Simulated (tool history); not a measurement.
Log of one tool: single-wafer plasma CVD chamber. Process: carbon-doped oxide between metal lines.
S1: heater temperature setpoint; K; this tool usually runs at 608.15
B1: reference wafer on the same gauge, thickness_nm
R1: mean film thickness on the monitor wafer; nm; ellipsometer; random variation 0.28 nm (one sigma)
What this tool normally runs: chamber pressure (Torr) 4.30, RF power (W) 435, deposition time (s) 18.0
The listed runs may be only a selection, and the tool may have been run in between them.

{"run": 1, "hour": 0.0, "S1": 608.15, "chamber pressure (Torr)": 3.58, "RF power (W)": 435, "deposition time (s)": 18.0, "B1": 82.962, "R1": 78.336}
{"hour": 54.8, "done": "gauge calibrated"}
{"run": 2, "hour": 70.2, "S1": 608.15, "chamber pressure (Torr)": 3.58, "RF power (W)": 435, "deposition time (s)": 18.0, "B1": 83.054, "R1": 78.735}
{"run": 3, "hour": 130.5, "S1": 608.15, "chamber pressure (Torr)": 3.58, "RF power (W)": 435, "deposition time (s)": 18.0, "B1": 82.998, "R1": 78.161}
{"run": 4, "hour": 177.6, "S1": 608.15, "chamber pressure (Torr)": 4.3, "RF power (W)": 365, "deposition time (s)": 18.0, "B1": 83.0, "R1": 66.724}
{"run": 5, "hour": 223.6, "S1": 617.15, "chamber pressure (Torr)": 4.3, "RF power (W)": 435, "deposition time (s)": 18.0, "B1": 83.048, "R1": 77.817}
{"run": 6, "hour": 283.0, "S1": 619.15, "chamber pressure (Torr)": 4.3, "RF power (W)": 435, "deposition time (s)": 18.0, "B1": 82.909, "R1": 77.268}
{"run": 7, "hour": 320.8, "S1": 619.15, "chamber pressure (Torr)": 4.3, "RF power (W)": 435, "deposition time (s)": 18.0, "B1": 82.956, "R1": 77.142}
{"run": 8, "hour": 387.1, "S1": 619.15, "chamber pressure (Torr)": 4.3, "RF power (W)": 435, "deposition time (s)": 18.0, "B1": 82.92, "R1": 77.289}
{"run": 9, "hour": 455.8, "S1": 602.15, "chamber pressure (Torr)": 4.3, "RF power (W)": 435, "deposition time (s)": 18.0, "B1": 83.016, "R1": 80.481}
{"run": 10, "hour": 500.9, "S1": 602.15, "chamber pressure (Torr)": 4.3, "RF power (W)": 435, "deposition time (s)": 18.0, "B1": 83.02, "R1": 80.786}
{"run": 11, "hour": 528.4, "S1": 608.15, "chamber pressure (Torr)": 4.3, "RF power (W)": 435, "deposition time (s)": 18.0, "B1": 83.123, "R1": 78.745}
{"hour": 589.6, "done": "capacitance manometer re-zeroed and calibrated"}
{"run": 12, "hour": 597.6, "S1": 608.15, "chamber pressure (Torr)": 4.3, "RF power (W)": 435, "deposition time (s)": 18.0, "B1": 82.927, "R1": 79.075}
{"run": 13, "hour": 782.5, "S1": 608.15, "chamber pressure (Torr)": 4.3, "RF power (W)": 435, "deposition time (s)": 18.0, "B1": 83.144, "R1": 78.431}
{"hour": 796.4, "done": "showerhead replaced"}
{"hour": 811.0, "done": "gauge calibrated"}
{"run": 14, "hour": 822.7, "S1": 608.15, "chamber pressure (Torr)": 4.3, "RF power (W)": 460, "deposition time (s)": 18.0, "B1": 82.977, "R1": 82.825}
{"run": 15, "hour": 885.6, "S1": 608.15, "chamber pressure (Torr)": 4.3, "RF power (W)": 520, "deposition time (s)": 18.0, "B1": 82.932, "R1": 92.026}
{"run": 16, "hour": 938.9, "S1": 608.15, "chamber pressure (Torr)": 4.3, "RF power (W)": 435, "deposition time (s)": 18.0, "B1": 82.989, "R1": 77.97}
{"hour": 973.5, "done": "thermocouple changed; heater temperature recalibrated"}
{"run": 17, "hour": 983.2, "S1": 608.15, "chamber pressure (Torr)": 4.3, "RF power (W)": 435, "deposition time (s)": 18.0, "B1": 83.03, "R1": 78.362}
{"hour": 1004.3, "done": "RF generator calibrated"}
{"run": 18, "hour": 1017.6, "S1": 602.15, "chamber pressure (Torr)": 5.36, "RF power (W)": 380, "deposition time (s)": 15.4, "B1": 82.973, "R1": 66.399}
{"run": 19, "hour": 1055.7, "S1": 608.15, "chamber pressure (Torr)": 3.64, "RF power (W)": 435, "deposition time (s)": 21.1, "B1": 82.971, "R1": 96.863}
{"run": 20, "hour": 1084.0, "S1": 608.15, "chamber pressure (Torr)": 4.3, "RF power (W)": 435, "deposition time (s)": 18.0, "B1": 82.991, "R1": 83.451}
{"run": 21, "hour": 1114.8, "S1": 608.15, "chamber pressure (Torr)": 4.3, "RF power (W)": 435, "deposition time (s)": 18.0, "B1": 83.066, "R1": 83.832}
{"run": 22, "hour": 1165.7, "S1": 622.15, "chamber pressure (Torr)": 5.17, "RF power (W)": 470, "deposition time (s)": 18.0, "B1": 82.856, "R1": 88.0}
{"run": 23, "hour": 1216.2, "S1": 615.15, "chamber pressure (Torr)": 4.3, "RF power (W)": 355, "deposition time (s)": 15.2, "B1": 82.98, "R1": 56.907}
{"run": 24, "hour": 1280.2, "S1": 608.15, "chamber pressure (Torr)": 4.3, "RF power (W)": 480, "deposition time (s)": 19.6, "B1": 83.006, "R1": 98.792}
{"run": 25, "hour": 1305.4, "S1": 608.15, "chamber pressure (Torr)": 5.01, "RF power (W)": 435, "deposition time (s)": 18.0, "B1": 83.029, "R1": 85.251}
{"run": 26, "hour": 1331.1, "S1": 608.15, "chamber pressure (Torr)": 4.3, "RF power (W)": 435, "deposition time (s)": 18.0, "B1": 83.021, "R1": 83.545}

For some of the steps in R1 from one run to the next: how much would appear even if the tool had no hidden state, given the settings, what came in and random variation, and how much remains for the hidden state plus any gauge scatter that the measured result and the result without hidden state don't share?
Unlogged tool condition in this case: wafer temperature above the value expected at the setpoint (K); delivered RF power above the setpoint (%); true pressure above the setpoint (%); gauge reads high (%).
Run 4 -> 5: S1 608.15 -> 617.15, RF power (W) 365 -> 435. R1 +11.093 nm: hidden state -0.594, all else +11.687.
Run 17 -> 18: S1 608.15 -> 602.15, chamber pressure (Torr) 4.30 -> 5.36, RF power (W) 435 -> 380, deposition time (s) 18.0 -> 15.4, RF generator calibrated. R1 -11.963 nm: hidden state +6.222, all else -18.185.
Run 22 -> 23: S1 622.15 -> 615.15, chamber pressure (Torr) 5.17 -> 4.30, RF power (W) 470 -> 355, deposition time (s) 18.0 -> 15.2. R1 -31.093 nm: hidden state +0.039, all else -31.132.
Run 23 -> 24: S1 615.15 -> 608.15, RF power (W) 355 -> 480, deposition time (s) 15.2 -> 19.6. R1 +41.885 nm: hidden state -0.348, all else +42.233.

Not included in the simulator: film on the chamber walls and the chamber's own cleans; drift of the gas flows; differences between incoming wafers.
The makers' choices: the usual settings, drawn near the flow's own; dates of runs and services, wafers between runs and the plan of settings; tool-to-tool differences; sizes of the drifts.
